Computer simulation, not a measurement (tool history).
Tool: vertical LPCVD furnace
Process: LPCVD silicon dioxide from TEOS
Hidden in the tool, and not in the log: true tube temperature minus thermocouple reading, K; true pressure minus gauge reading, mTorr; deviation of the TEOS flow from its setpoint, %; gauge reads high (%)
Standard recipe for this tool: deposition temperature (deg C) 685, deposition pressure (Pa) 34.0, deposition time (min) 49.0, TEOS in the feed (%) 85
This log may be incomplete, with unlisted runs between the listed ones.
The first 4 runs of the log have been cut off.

run,hour,deposition temperature (deg C),deposition pressure (Pa),deposition time (min),TEOS in the feed (%),wafers since the last listed run,hours since the last temperature calibration,hours since the pressure gauge was zeroed,hours since the TEOS flow controller was replaced,hours since the gauge calibration,"read-back reference wafer on the same gauge, thickness",film thickness on the monitor wafer in the middle of the boat (nm)
5,65.3,685,34.0,49.0,85,335,1387.1,4519.4,4471.2,290.3,201.24,260.76
# hour 97.9: thermocouples replaced and temperature profile calibrated
# hour 114.5: pressure gauge zeroed
6,115.0,685,34.0,49.0,85,159,17.1,0.5,4520.9,340.0,200.90,244.99
7,119.8,681,40.7,64.5,74,83,21.9,5.3,4525.7,344.8,201.19,297.50
8,124.6,685,31.3,63.0,85,83,26.7,10.1,4530.5,349.6,200.93,301.24
9,129.4,685,34.0,49.0,77,83,31.5,14.9,4535.3,354.4,201.29,229.84
10,134.1,685,34.0,36.5,85,82,36.2,19.6,4540.0,359.1,201.01,182.98
11,140.9,685,34.0,49.0,85,118,43.0,26.4,4546.8,365.9,201.29,245.58
# hour 172.4: TEOS flow controller replaced
12,172.9,677,31.3,64.5,73,139,75.0,58.4,0.5,397.9,200.82,239.74
13,177.6,685,38.7,49.0,80,82,79.7,63.1,5.2,402.6,201.08,254.48
14,182.4,685,42.0,43.0,69,83,84.5,67.9,10.0,407.4,200.96,215.94
15,187.2,697,38.7,37.5,73,83,89.3,72.7,14.8,412.2,201.08,244.94
16,199.7,682,34.0,58.0,92,218,101.8,85.2,27.3,424.7,201.10,283.12
17,251.0,682,40.7,38.5,73,897,153.1,136.5,78.6,476.0,201.00,183.56
18,262.2,685,34.0,36.0,97,195,164.3,147.7,89.8,487.2,200.97,195.25
19,277.6,685,34.0,49.0,85,269,179.7,163.1,105.2,502.6,200.46,249.48
# hour 281.6: gauge calibrated
20,293.4,677,40.0,49.0,85,276,195.5,178.9,121.0,11.8,201.00,224.81
21,312.3,685,31.3,49.0,85,330,214.4,197.8,139.9,30.7,201.08,241.67
22,326.0,694,36.7,34.5,97,239,228.1,211.5,153.6,44.4,200.85,242.43
23,344.0,685,34.0,35.5,85,314,246.1,229.5,171.6,62.4,201.13,182.58
24,356.1,685,31.3,57.5,85,211,258.2,241.6,183.7,74.5,201.05,281.84
25,364.2,694,41.3,49.0,85,141,266.3,249.7,191.8,82.6,200.85,342.48
26,378.2,685,34.0,49.0,85,244,280.3,263.7,205.8,96.6,200.86,254.56
27,392.3,685,34.0,49.0,85,246,294.4,277.8,219.9,110.7,201.16,253.07

The next listed run, before its measurement:
28,402.6,680,34.0,37.0,85,180,304.7,288.1,230.2,121.0,?,?

read-back reference wafer on the same gauge, thickness: 201.01
film thickness on the monitor wafer in the middle of the boat (nm): 171.14
The same run, on a tool lacking any hidden state, would have yielded film thickness on the monitor wafer in the middle of the boat (nm) 161.10.

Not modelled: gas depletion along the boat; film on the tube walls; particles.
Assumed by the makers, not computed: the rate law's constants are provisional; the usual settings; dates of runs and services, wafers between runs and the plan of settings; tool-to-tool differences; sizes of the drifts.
